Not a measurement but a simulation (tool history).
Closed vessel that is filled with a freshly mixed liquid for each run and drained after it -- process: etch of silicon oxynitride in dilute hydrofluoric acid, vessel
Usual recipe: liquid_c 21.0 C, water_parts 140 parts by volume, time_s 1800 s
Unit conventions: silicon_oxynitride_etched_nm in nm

run      day  liquid_c  water_parts  time_s  read-back film thickness of the silicon oxynitride reference wafer, read on the same gauge (nm)  silicon_oxynitride_etched_nm
  1    0.000      21.0          140    1800                                                                                           110.01                         27.63
  2    3.129      21.0          140    1800                                                                                           109.98                         26.82
  3    5.592      21.0          140    1800                                                                                           110.02                         27.22
  4    9.108      21.0          140    1800                                                                                           110.00                         27.31
  5   10.738      21.0          140    1800                                                                                           109.96                         26.97
  6   13.975      21.0          140    1800                                                                                           109.98                         27.14
  7   18.308      19.5          140    1800                                                                                           109.99                         25.04
      22.417  -- thermometer replaced
  8   22.800      21.0          140     965                                                                                           110.03                         15.50
  9   26.525      21.0          140    1800                                                                                           110.00                         28.19
 10   34.483      21.0          120    1270                                                                                           110.02                         24.05
 11   36.883      21.0          140    1800                                                                                           110.04                         28.36
 12   47.129      21.0          140    1800                                                                                           110.01                         27.98
      47.233  -- gauge calibrated
 13   50.042      25.5          140    1800                                                                                           109.99                         34.16
 14   53.154      17.0          195    1315                                                                                           109.99                         11.39
      55.092  -- hydrofluoric acid flow meter replaced
 15   57.512      21.0          190    2270                                                                                           110.02                         24.66
 16   59.921      21.0           90     725                                                                                           109.99                         17.55
 17   61.862      21.0          140    1800                                                                                           109.98                         27.30
 18   64.096      21.0          140     900                                                                                           110.03                         13.64
 19   65.821      22.5          175    1085                                                                                           109.98                         13.78
 20   69.225      21.0          140    1800                                                                                           110.00                         27.25
 21   71.117      18.5          120    2735                                                                                           109.99                         42.77
 22   73.654      25.5          115    2530                                                                                           110.00                         58.88
 23   77.888      21.0          140    2235                                                                                           110.00                         33.80
 24   80.792      18.5          140    1385                                                                                           110.01                         18.18
 25   82.892      21.0          140     885                                                                                           109.98                         13.14
      84.125  -- thermometer replaced
 26   84.404      22.5          170    2460                                                                                           110.00                         34.15
 27   87.221      17.5          140     830                                                                                           110.01                         11.16
 28   89.733      21.0          140    1800                                                                                           110.02                         28.51
 29   92.200      18.0          105    1365                                                                                           110.00                         25.63
 30   96.462      21.0          160    1100                                                                                           110.01                         14.88
 31  100.229      19.5          120    1355                                                                                           109.99                         23.39
     105.858  -- hydrofluoric acid flow meter replaced
 32  108.775      21.0          140     880                                                                                           110.00                         13.70
 33  111.542      21.0          140    1800                                                                                           109.98                         27.64

Give the tool's hidden conditions for every run:
hydrofluoric acid flow below the setpoint (%): 0 at every run
gauge reads high (%): 0 at every run
H1: liquid colder than its thermometer reads (K)
run       H1
  1    0.969
  2     1.05
  3     1.11
  4      1.2
  5     1.24
  6     1.33
  7     1.44
  8   0.0522
  9    0.147
 10     0.35
 11    0.411
 12    0.672
 13    0.747
 14    0.826
 15    0.937
 16    0.998
 17     1.05
 18      1.1
 19     1.15
 20     1.24
 21     1.28
 22     1.35
 23     1.46
 24     1.53
 25     1.58
 26  0.00933
 27   0.0811
 28    0.145
 29    0.208
 30    0.317
 31    0.413
 32    0.631
 33    0.701
